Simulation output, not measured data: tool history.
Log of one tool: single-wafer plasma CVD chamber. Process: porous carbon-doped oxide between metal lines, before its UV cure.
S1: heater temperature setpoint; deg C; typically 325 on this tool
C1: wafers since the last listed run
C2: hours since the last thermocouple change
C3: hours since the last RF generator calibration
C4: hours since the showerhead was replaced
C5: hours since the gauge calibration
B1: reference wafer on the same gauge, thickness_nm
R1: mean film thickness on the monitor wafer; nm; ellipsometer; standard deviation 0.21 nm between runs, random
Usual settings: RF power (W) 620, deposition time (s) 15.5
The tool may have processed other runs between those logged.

Run 1, hour 0: usual settings; C1 0; C2 1249.7; C3 606.4; C4 2220.1; C5 2723.1; B1 95.927. Result: R1 90.65 nm.
Run 2, hour 77.6: usual settings; C1 2988; C2 1327.3; C3 684; C4 2297.7; C5 2800.7; B1 95.783. Result: R1 90.967 nm.
Run 3, hour 167.2: usual settings; C1 3450; C2 1416.9; C3 773.6; C4 2387.3; C5 2890.3; B1 95.986. Result: R1 90.88 nm.
Run 4, hour 213.6: usual settings but deposition time (s) 14; C1 1786; C2 1463.3; C3 820; C4 2433.7; C5 2936.7; B1 95.889. Result: R1 82.465 nm.
Run 5, hour 263.4: usual settings but RF power (W) 670; C1 1917; C2 1513.1; C3 869.8; C4 2483.5; C5 2986.5; B1 95.993. Result: R1 96.361 nm.
Run 6, hour 311: usual settings but RF power (W) 670; C1 1832; C2 1560.7; C3 917.4; C4 2531.1; C5 3034.1; B1 95.864. Result: R1 96.465 nm.
Run 7, hour 412.9: usual settings but RF power (W) 670; C1 3923; C2 1662.6; C3 1019.3; C4 2633; C5 3136; B1 95.935. Result: R1 96.154 nm.
Run 8, hour 486.3: usual settings but deposition time (s) 17.4; C1 2826; C2 1736; C3 1092.7; C4 2706.4; C5 3209.4; B1 96.056. Result: R1 101.736 nm.
Run 9, hour 545.5: usual settings but deposition time (s) 17.4; C1 2279; C2 1795.2; C3 1151.9; C4 2765.6; C5 3268.6; B1 95.871. Result: R1 101.998 nm.
Run 10, hour 636.7: usual settings but deposition time (s) 17.4; C1 3511; C2 1886.4; C3 1243.1; C4 2856.8; C5 3359.8; B1 95.927. Result: R1 101.63 nm.
At hour 650.2: RF generator calibrated.
Run 11, hour 707.2: usual settings; C1 2406; C2 1956.9; C3 57; C4 2927.3; C5 3430.3; B1 95.908. Result: R1 90.883 nm.
Run 12, hour 782: usual settings but RF power (W) 665; C1 2880; C2 2031.7; C3 131.8; C4 3002.1; C5 3505.1; B1 95.98. Result: R1 95.802 nm.
Run 13, hour 828.7: usual settings; C1 1798; C2 2078.4; C3 178.5; C4 3048.8; C5 3551.8; B1 95.902. Result: R1 90.808 nm.
At hour 901.3: gauge calibrated.
Run 14, hour 908.7: usual settings but deposition time (s) 16.6; C1 3080; C2 2158.4; C3 258.5; C4 3128.8; C5 7.4; B1 95.913. Result: R1 97.551 nm.
Run 15, hour 978.9: usual settings but S1 315 deg C; C1 2703; C2 2228.6; C3 328.7; C4 3199; C5 77.6; B1 95.907. Result: R1 95.444 nm.
At hour 1065: showerhead replaced.
Run 16, hour 1065.5: usual settings; C1 3026; C2 2315.2; C3 415.3; C4 0.5; C5 164.2; B1 95.842. Result: R1 90.637 nm.
Run 17, hour 1165.8: usual settings but S1 318 deg C, deposition time (s) 17.8; C1 3862; C2 2415.5; C3 515.6; C4 100.8; C5 264.5; B1 95.937. Result: R1 108.155 nm.
At hour 1215.1: thermocouple changed; heater temperature recalibrated.
Run 18, hour 1251.6: usual settings but S1 318 deg C, deposition time (s) 13; C1 2995; C2 36.5; C3 601.4; C4 186.6; C5 350.3; B1 95.879. Result: R1 79.572 nm.
Run 19, hour 1354: usual settings but RF power (W) 500, deposition time (s) 13.2; C1 3942; C2 138.9; C3 703.8; C4 289; C5 452.7; B1 95.852. Result: R1 65.543 nm.
Run 20, hour 1434.2: usual settings but S1 333 deg C; C1 3088; C2 219.1; C3 784; C4 369.2; C5 532.9; B1 95.93. Result: R1 87.453 nm.
Run 21, hour 1539.8: usual settings but S1 319 deg C, RF power (W) 535, deposition time (s) 13; C1 4066; C2 324.7; C3 889.6; C4 474.8; C5 638.5; B1 95.886. Result: R1 70.237 nm.
Run 22, hour 1619.6: usual settings but S1 314 deg C, RF power (W) 545, deposition time (s) 13.1; C1 3072; C2 404.5; C3 969.4; C4 554.6; C5 718.3; B1 95.928. Result: R1 74.068 nm.
Run 23, hour 1666.6: usual settings but deposition time (s) 18.5; C1 1809; C2 451.5; C3 1016.4; C4 601.6; C5 765.3; B1 95.866. Result: R1 108.274 nm.
Run 24, hour 1756.3: usual settings but S1 334 deg C, RF power (W) 675; C1 3453; C2 541.2; C3 1106.1; C4 691.3; C5 855; B1 95.879. Result: R1 93.106 nm.
Run 25, hour 1823.5: usual settings but S1 336 deg C, RF power (W) 500, deposition time (s) 16.4; C1 2587; C2 608.4; C3 1173.3; C4 758.5; C5 922.2; B1 95.987. Result: R1 76.605 nm.
Run 26, hour 1878.4: usual settings; C1 2113; C2 663.3; C3 1228.2; C4 813.4; C5 977.1; B1 95.871. Result: R1 90.772 nm.
Run 27, hour 1922.4: usual settings but S1 311 deg C, RF power (W) 660, deposition time (s) 16.7; C1 1694; C2 707.3; C3 1272.2; C4 857.4; C5 1021.1; B1 95.861. Result: R1 110.628 nm.
At hour 1992.9: RF generator calibrated.
Run 28, hour 2022.2: usual settings; C1 3534; C2 807.1; C3 29.3; C4 957.2; C5 1120.9; B1 95.844. Result: R1 90.786 nm.
Run 29, hour 2123.2: usual settings but S1 332 deg C, deposition time (s) 13.4; C1 3889; C2 908.1; C3 130.3; C4 1058.2; C5 1221.9; B1 95.943. Result: R1 76.509 nm.
Run 30, hour 2196.1: usual settings but S1 313 deg C, RF power (W) 720, deposition time (s) 12.8; C1 2807; C2 981; C3 203.2; C4 1131.1; C5 1294.8; B1 95.924. Result: R1 90.139 nm.
Run 31, hour 2284.5: usual settings but S1 338 deg C, RF power (W) 525; C1 3403; C2 1069.4; C3 291.6; C4 1219.5; C5 1383.2; B1 95.918. Result: R1 75.034 nm.
Run 32, hour 2382.9: usual settings but RF power (W) 510; C1 3788; C2 1167.8; C3 390; C4 1317.9; C5 1481.6; B1 95.932. Result: R1 77.444 nm.
Run 33, hour 2455.9: usual settings but S1 317 deg C; C1 2810; C2 1240.8; C3 463; C4 1390.9; C5 1554.6; B1 95.978. Result: R1 94.687 nm.
Run 34, hour 2497.1: usual settings but S1 330 deg C, deposition time (s) 13.6; C1 1586; C2 1282; C3 504.2; C4 1432.1; C5 1595.8; B1 95.901. Result: R1 78.269 nm.

The tool's hidden state at each run:
wafer temperature above the value expected at the setpoint (K): 0, the same for each run
delivered RF power above the setpoint (%): 0, the same for each run
gauge reads high (%): 0, the same for each run

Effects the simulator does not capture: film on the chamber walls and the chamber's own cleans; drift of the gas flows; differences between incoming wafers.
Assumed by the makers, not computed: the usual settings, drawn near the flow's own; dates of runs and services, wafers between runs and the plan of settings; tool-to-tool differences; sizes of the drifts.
